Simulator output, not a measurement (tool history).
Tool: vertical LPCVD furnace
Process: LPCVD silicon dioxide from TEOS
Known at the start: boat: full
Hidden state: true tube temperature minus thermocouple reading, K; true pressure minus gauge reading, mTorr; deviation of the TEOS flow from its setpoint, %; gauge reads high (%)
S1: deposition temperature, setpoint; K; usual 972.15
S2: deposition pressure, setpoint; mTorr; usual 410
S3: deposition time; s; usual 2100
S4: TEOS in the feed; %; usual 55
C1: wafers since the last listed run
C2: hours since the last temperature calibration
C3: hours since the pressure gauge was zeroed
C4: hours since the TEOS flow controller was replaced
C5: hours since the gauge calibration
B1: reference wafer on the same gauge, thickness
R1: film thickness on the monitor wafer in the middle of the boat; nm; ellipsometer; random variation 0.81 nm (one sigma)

run 1 hour=0 | S1=972.15 S2=410 S3=2100 S4=55 | C1=0 C2=2673.7 C3=2858.8 C4=2401.6 C5=238.7 | B1=210.11 | R1=285.32
run 2 hour=11.4 | S1=972.15 S2=410 S3=2100 S4=55 | C1=191 C2=2685.1 C3=2870.2 C4=2413 C5=250.1 | B1=210.12 | R1=284.62
run 3 hour=23.4 | S1=972.15 S2=410 S3=2100 S4=55 | C1=201 C2=2697.1 C3=2882.2 C4=2425 C5=262.1 | B1=209.96 | R1=285.75
run 4 hour=34.3 | S1=972.15 S2=455 S3=2100 S4=55 | C1=183 C2=2708 C3=2893.1 C4=2435.9 C5=273 | B1=210.2 | R1=301.28
run 5 hour=55.2 | S1=972.15 S2=410 S3=2100 S4=55 | C1=351 C2=2728.9 C3=2914 C4=2456.8 C5=293.9 | B1=210.07 | R1=287.04
run 6 hour=64.5 | S1=972.15 S2=410 S3=2100 S4=55 | C1=156 C2=2738.2 C3=2923.3 C4=2466.1 C5=303.2 | B1=209.85 | R1=285.88
run 7 hour=72.5 | S1=972.15 S2=410 S3=2100 S4=55 | C1=134 C2=2746.2 C3=2931.3 C4=2474.1 C5=311.2 | B1=209.96 | R1=285.78
-- hour=95.4 gauge calibrated
-- hour=96.6 pressure gauge zeroed
run 8 hour=97.1 | S1=972.15 S2=410 S3=2100 S4=55 | C1=10 C2=2770.8 C3=0.5 C4=2498.7 C5=1.7 | B1=210.14 | R1=286.88
run 9 hour=103.1 | S1=972.15 S2=410 S3=2100 S4=55 | C1=100 C2=2776.8 C3=6.5 C4=2504.7 C5=7.7 | B1=210.02 | R1=286.83
run 10 hour=124.4 | S1=972.15 S2=410 S3=2100 S4=55 | C1=358 C2=2798.1 C3=27.8 C4=2526 C5=29 | B1=210.1 | R1=286.85
-- hour=160.7 thermocouples replaced and temperature profile calibrated
run 11 hour=161.2 | S1=972.15 S2=410 S3=2100 S4=51 | C1=215 C2=0.5 C3=64.6 C4=2562.8 C5=65.8 | B1=210.04 | R1=248.88
run 12 hour=166.3 | S1=972.15 S2=410 S3=2100 S4=55 | C1=85 C2=5.6 C3=69.7 C4=2567.9 C5=70.9 | B1=209.97 | R1=259.72
run 13 hour=171.3 | S1=972.15 S2=410 S3=2100 S4=55 | C1=84 C2=10.6 C3=74.7 C4=2572.9 C5=75.9 | B1=210.16 | R1=261.23
run 14 hour=177.8 | S1=972.15 S2=410 S3=2100 S4=55 | C1=109 C2=17.1 C3=81.2 C4=2579.4 C5=82.4 | B1=209.81 | R1=259.55
run 15 hour=188.3 | S1=967.15 S2=410 S3=2790 S4=47 | C1=176 C2=27.6 C3=91.7 C4=2589.9 C5=92.9 | B1=209.94 | R1=285.98
run 16 hour=204.5 | S1=977.15 S2=410 S3=1770 S4=55 | C1=272 C2=43.8 C3=107.9 C4=2606.1 C5=109.1 | B1=209.87 | R1=247.64
run 17 hour=224 | S1=981.15 S2=355 S3=2100 S4=47 | C1=328 C2=63.3 C3=127.4 C4=2625.6 C5=128.6 | B1=210.03 | R1=277.33
run 18 hour=237.6 | S1=960.15 S2=410 S3=2100 S4=55 | C1=228 C2=76.9 C3=141 C4=2639.2 C5=142.2 | B1=209.94 | R1=197.85
run 19 hour=258 | S1=963.15 S2=510 S3=1350 S4=55 | C1=343 C2=97.3 C3=161.4 C4=2659.6 C5=162.6 | B1=209.86 | R1=151.56
-- hour=282.7 TEOS flow controller replaced
run 20 hour=283.2 | S1=976.15 S2=365 S3=1650 S4=59 | C1=20 C2=122.5 C3=186.6 C4=0.5 C5=187.8 | B1=209.99 | R1=223.79
run 21 hour=288.9 | S1=979.15 S2=410 S3=2100 S4=55 | C1=95 C2=128.2 C3=192.3 C4=6.2 C5=193.5 | B1=209.99 | R1=310.68
run 22 hour=296.6 | S1=963.15 S2=345 S3=1710 S4=64 | C1=129 C2=135.9 C3=200 C4=13.9 C5=201.2 | B1=210.2 | R1=172.56
run 23 hour=311.3 | S1=969.15 S2=355 S3=2100 S4=55 | C1=247 C2=150.6 C3=214.7 C4=28.6 C5=215.9 | B1=210.05 | R1=229.72
run 24 hour=320.4 | S1=972.15 S2=410 S3=2100 S4=55 | C1=153 C2=159.7 C3=223.8 C4=37.7 C5=225 | B1=210.11 | R1=264.79
run 25 hour=339.2 | S1=972.15 S2=320 S3=2100 S4=55 | C1=316 C2=178.5 C3=242.6 C4=56.5 C5=243.8 | B1=209.84 | R1=233.81
run 26 hour=349.6 | S1=972.15 S2=455 S3=2460 S4=52 | C1=175 C2=188.9 C3=253 C4=66.9 C5=254.2 | B1=209.99 | R1=316.91
run 27 hour=362 | S1=972.15 S2=410 S3=2100 S4=55 | C1=208 C2=201.3 C3=265.4 C4=79.3 C5=266.6 | B1=210.13 | R1=266
run 28 hour=382.9 | S1=972.15 S2=410 S3=2100 S4=55 | C1=351 C2=222.2 C3=286.3 C4=100.2 C5=287.5 | B1=210 | R1=264.65
run 29 hour=402.2 | S1=972.15 S2=490 S3=1290 S4=55 | C1=324 C2=241.5 C3=305.6 C4=119.5 C5=306.8 | B1=209.93 | R1=179.79
run 30 hour=410.1 | S1=972.15 S2=410 S3=1440 S4=55 | C1=132 C2=249.4 C3=313.5 C4=127.4 C5=314.7 | B1=210.23 | R1=182.42

Measured less the same run without the tool's hidden state. The same run-to-run variation is in both; the gauge's scatter may not be:
run=1 R1=+26.05
run=2 R1=+26
run=3 R1=+26.12
run=4 R1=+27.56
run=5 R1=+26.28
run=6 R1=+26.19
run=7 R1=+26.19
run=8 R1=+26.33
run=9 R1=+26.33
run=10 R1=+26.36
run=11 R1=+0.57
run=12 R1=+0.73
run=13 R1=+0.88
run=14 R1=+1.05
run=15 R1=+1.48
run=16 R1=+1.67
run=17 R1=+2.38
run=18 R1=+2.05
run=19 R1=+1.86
run=20 R1=+3.19
run=21 R1=+4.57
run=22 R1=+2.75
run=23 R1=+3.91
run=24 R1=+4.71
run=25 R1=+4.54
run=26 R1=+6.43
run=27 R1=+5.67
run=28 R1=+6.11
run=29 R1=+4.43
run=30 R1=+4.61
